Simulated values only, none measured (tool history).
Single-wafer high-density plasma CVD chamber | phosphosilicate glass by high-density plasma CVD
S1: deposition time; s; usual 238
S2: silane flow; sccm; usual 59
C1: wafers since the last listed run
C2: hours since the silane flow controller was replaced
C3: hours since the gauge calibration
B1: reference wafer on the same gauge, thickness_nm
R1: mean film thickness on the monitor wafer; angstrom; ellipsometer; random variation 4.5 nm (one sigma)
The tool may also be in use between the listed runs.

| run | day | S1 | S2 | C1 | C2 | C3 | B1 | R1 |
|---|---|---|---|---|---|---|---|---|
| 1 | 0 | 238 | 59 | 0 | 2549.6 | 207.3 | 1490.576 | 14973.71 |
| 2 | 0.988 | 238 | 59 | 144 | 2573.3 | 231 | 1490.323 | 15021.73 |
| 3 | 1.725 | 238 | 59 | 107 | 2591 | 248.7 | 1489.539 | 15020.9 |
| 4 | 2.638 | 238 | 59 | 133 | 2612.9 | 270.6 | 1490.482 | 15132.32 |
| 5 | 3.767 | 272 | 59 | 164 | 2640 | 297.7 | 1489.933 | 17229.45 |
| 6 | 4.367 | 272 | 59 | 87 | 2654.4 | 312.1 | 1489.401 | 17309.69 |
| 7 | 4.983 | 272 | 59 | 90 | 2669.2 | 326.9 | 1489.389 | 17277.09 |
| 8 | 6.15 | 238 | 53 | 170 | 2697.2 | 354.9 | 1488.468 | 13502.67 |
| 9 | 7.529 | 238 | 53 | 201 | 2730.3 | 388 | 1490.076 | 13556.29 |
| 10 | 8.571 | 218 | 63 | 152 | 2755.3 | 413 | 1487.972 | 14702.88 |
| 11 | 9.412 | 238 | 59 | 122 | 2775.5 | 433.2 | 1490.564 | 15076.42 |
| 12 | 11.312 | 238 | 59 | 277 | 2821.1 | 478.8 | 1489.455 | 15084.02 |
| 13 | 12.5 | 238 | 59 | 173 | 2849.6 | 507.3 | 1490.124 | 15082.19 |
|  | 16.367 | gauge calibrated |
| 14 | 16.808 | 238 | 59 | 629 | 2953 | 10.6 | 1490.242 | 15033.09 |
| 15 | 17.55 | 259 | 67 | 108 | 2970.8 | 28.4 | 1489.292 | 18605.48 |
| 16 | 18.283 | 212 | 59 | 107 | 2988.4 | 46 | 1488.804 | 13419.39 |
| 17 | 19.258 | 238 | 65 | 142 | 3011.8 | 69.4 | 1489.835 | 16492.66 |
| 18 | 20.033 | 205 | 69 | 113 | 3030.4 | 88 | 1490.24 | 15189.94 |
|  | 20.554 | silane flow controller replaced |
| 19 | 21.25 | 281 | 51 | 129 | 16.7 | 117.2 | 1490.419 | 14353.39 |
| 20 | 22.1 | 238 | 59 | 124 | 37.1 | 137.6 | 1491.245 | 14041.94 |
| 21 | 23.425 | 204 | 59 | 193 | 68.9 | 169.4 | 1490.662 | 12001.98 |
| 22 | 24.642 | 211 | 64 | 177 | 98.1 | 198.6 | 1491.082 | 13649.05 |
| 23 | 25.967 | 200 | 64 | 193 | 129.9 | 230.4 | 1489.074 | 12834.41 |
| 24 | 26.488 | 238 | 59 | 76 | 142.4 | 242.9 | 1489.55 | 14219.49 |
| 25 | 27.346 | 238 | 59 | 125 | 163 | 263.5 | 1489.365 | 14200.5 |
| 26 | 28.283 | 278 | 51 | 136 | 185.5 | 286 | 1488.84 | 14322.16 |
| 27 | 29.192 | 204 | 49 | 132 | 207.3 | 307.8 | 1491.014 | 10136.82 |
| 28 | 30.296 | 215 | 56 | 161 | 233.8 | 334.3 | 1491.076 | 12186.16 |

4 ways to go on from here, each from the tool as it stands after run 28. What would each give?
| A | 30.317 | 274 | 59 | 3 | 234.3 | 334.8 | ? | ? |
| B | 30.317 | 255 | 53 | 3 | 234.3 | 334.8 | ? | ? |
| C | 30.317 | 276 | 65 | 3 | 234.3 | 334.8 | ? | ? |
| D | 30.317 | 285 | 67 | 3 | 234.3 | 334.8 | ? | ? |

| run | B1 | R1 |
|---|---|---|
| A | 1488.762 | 16387.17 |
| B | 1488.762 | 13699.9 |
| C | 1488.762 | 18185.44 |
| D | 1488.762 | 19356.24 |
Without the tool's hidden state the same runs would have given:
| run | R1 |
|---|---|
| A | 16284.01 |
| B | 13613.66 |
| C | 18070.96 |
| D | 19234.39 |
